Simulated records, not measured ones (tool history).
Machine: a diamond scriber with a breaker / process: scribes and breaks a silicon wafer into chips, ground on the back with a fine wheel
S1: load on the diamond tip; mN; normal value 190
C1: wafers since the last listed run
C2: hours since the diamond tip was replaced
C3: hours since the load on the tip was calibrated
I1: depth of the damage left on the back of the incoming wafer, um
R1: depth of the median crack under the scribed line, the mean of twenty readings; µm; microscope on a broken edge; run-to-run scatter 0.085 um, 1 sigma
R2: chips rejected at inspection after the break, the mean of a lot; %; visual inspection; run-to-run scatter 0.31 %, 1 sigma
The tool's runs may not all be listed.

run	hour	S1	C1	C2	C3	I1	R1	R2
1	0.0	190	0	2.8	1287.4	1.90	7.07	3.01
2	54.5	190	233	57.3	1341.9	2.91	7.20	8.03
3	118.5	190	274	121.3	1405.9	1.92	7.16	3.44
4	170.8	190	224	173.6	1458.2	1.83	7.29	2.83
5	239.3	190	293	242.1	1526.7	2.76	7.03	7.03
# hour 256.1: diamond tip replaced by a new one
6	263.8	190	96	7.7	1551.2	2.29	7.14	3.90
7	331.3	171	289	75.2	1618.7	1.79	6.81	3.04
# hour 391.1: load on the tip recalibrated
8	398.6	171	280	142.5	7.5	1.60	7.17	2.39
9	461.2	190	268	205.1	70.1	2.51	7.63	5.18
10	491.3	190	129	235.2	100.2	2.38	7.60	5.35
# hour 520.2: diamond tip replaced by a new one
11	532.4	190	167	12.2	141.3	2.39	7.60	4.93
12	560.7	190	121	40.5	169.6	2.21	7.63	3.86
# hour 598.8: load on the tip recalibrated, repeated, since the last time left the tool worse
13	629.1	149	284	108.9	30.3	1.70	6.26	4.60
14	666.4	190	159	146.2	67.6	2.64	7.03	5.97
15	691.9	166	109	171.7	93.1	2.75	6.54	8.86
16	741.3	161	211	221.1	142.5	1.76	6.42	3.85
# hour 766.2: diamond tip replaced by a new one
17	796.2	230	226	30.0	197.4	2.88	7.75	7.38
18	851.7	239	238	85.5	252.9	1.51	8.09	3.97
19	919.1	157	289	152.9	320.3	2.28	6.43	5.80
20	974.9	215	239	208.7	376.1	1.52	7.37	2.80

What will run 21 give?
# hour 999.5: diamond tip replaced by a new one
21	1018.9	245	180	19.4	420.1	1.57	?	?

R1: 7.85 µm
R2: 4.31 %
With the hidden condition absent and the run-to-run variation left alone, this run would have shown R1 7.77 µm, R2 4.02 %.

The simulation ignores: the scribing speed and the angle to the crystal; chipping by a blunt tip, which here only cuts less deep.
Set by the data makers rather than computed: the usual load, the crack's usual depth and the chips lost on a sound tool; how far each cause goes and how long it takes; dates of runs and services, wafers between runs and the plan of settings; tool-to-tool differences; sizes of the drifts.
